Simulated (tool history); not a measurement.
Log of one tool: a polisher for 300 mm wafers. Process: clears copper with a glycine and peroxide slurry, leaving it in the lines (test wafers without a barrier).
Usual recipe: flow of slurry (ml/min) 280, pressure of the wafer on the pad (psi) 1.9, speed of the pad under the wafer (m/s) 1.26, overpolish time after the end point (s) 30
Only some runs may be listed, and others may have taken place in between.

run,hour,flow of slurry (ml/min),pressure of the wafer on the pad (psi),speed of the pad under the wafer (m/s),overpolish time after the end point (s),wafers since the last listed run,wafers polished on this pad,hours since the slurry nozzle was cleaned,hours since the head pressure was calibrated,"incoming thickness of the incoming film, nm",time until the end point was called (s),dishing of a wide line in a test structure (Å)
1,0.0,280,1.9,1.26,30,0,804,706.7,959.5,380.4,90.6,673
2,21.8,280,2.1,1.26,30,221,1025,728.5,981.3,384.8,85.2,710
3,40.8,280,2.1,1.26,30,193,1219,747.5,1000.3,391.1,86.2,702
4,57.7,280,2.1,1.26,30,171,1390,764.4,1017.2,384.9,85.5,706
# hour 65.6: worn pad replaced by a new one
5,80.9,280,1.9,1.26,30,195,155,787.6,1040.4,381.5,92.1,676
6,105.7,310,1.9,1.26,30,251,407,812.4,1065.2,385.4,92.1,675
7,128.9,310,1.9,1.26,30,235,642,835.6,1088.4,382.1,91.6,668
# hour 175.7: head pressure recalibrated
8,176.5,310,1.9,1.26,30,463,1105,883.2,0.8,387.9,84.0,728
# hour 196.6: worn pad replaced by a new one
9,209.4,280,1.9,1.26,30,293,130,916.1,33.7,385.0,85.4,711
10,222.0,280,1.9,1.26,30,127,258,928.7,46.3,387.2,87.2,705
11,235.3,280,1.9,1.26,30,135,393,942.0,59.6,386.6,86.1,704
12,250.9,280,1.9,1.26,30,158,551,957.6,75.2,385.6,85.4,713
# hour 259.0: slurry nozzle cleaned
13,286.4,280,1.9,1.26,30,350,902,27.4,110.7,382.7,80.2,752
14,321.8,360,1.2,1.26,46,359,1262,62.8,146.1,392.8,115.2,732
# hour 345.4: worn pad replaced by a new one
15,347.8,310,1.9,1.26,30,223,24,88.8,172.1,384.3,81.5,752
16,380.1,210,1.9,1.52,47,328,352,121.1,204.4,388.7,72.5,989
17,402.1,335,1.9,1.68,43,223,575,143.1,226.4,390.6,64.9,982
18,424.5,215,1.9,1.26,30,227,803,165.5,248.8,386.2,84.3,715
19,440.3,280,1.9,1.02,30,160,963,181.3,264.6,380.0,95.6,659
20,453.9,210,1.9,1.26,30,138,1101,194.9,278.2,384.9,84.0,709
21,489.6,280,1.9,1.64,39,362,1464,230.6,313.9,380.9,65.5,933

Each row is a separate what-if for the run after 21, all from the same tool condition, not one after another. Results?
A,490.0,280,1.9,1.26,30,4,1468,231.0,314.3,387.3,?,?
B,490.0,325,1.9,1.26,30,4,1468,231.0,314.3,387.3,?,?
C,490.0,280,1.9,1.26,38,4,1468,231.0,314.3,387.3,?,?
D,490.0,245,1.9,1.26,17,4,1468,231.0,314.3,387.3,?,?
E,490.0,280,1.6,1.26,30,4,1468,231.0,314.3,387.3,?,?

run,time until the end point was called (s),dishing of a wide line in a test structure (Å)
A,83.4,741
B,82.4,746
C,83.4,854
D,84.4,489
E,95.4,665
With no hidden state in the tool, these same runs would have given:
run,time until the end point was called (s),dishing of a wide line in a test structure (Å)
A,81.7,752
B,80.8,757
C,81.7,866
D,82.6,498
E,93.5,675
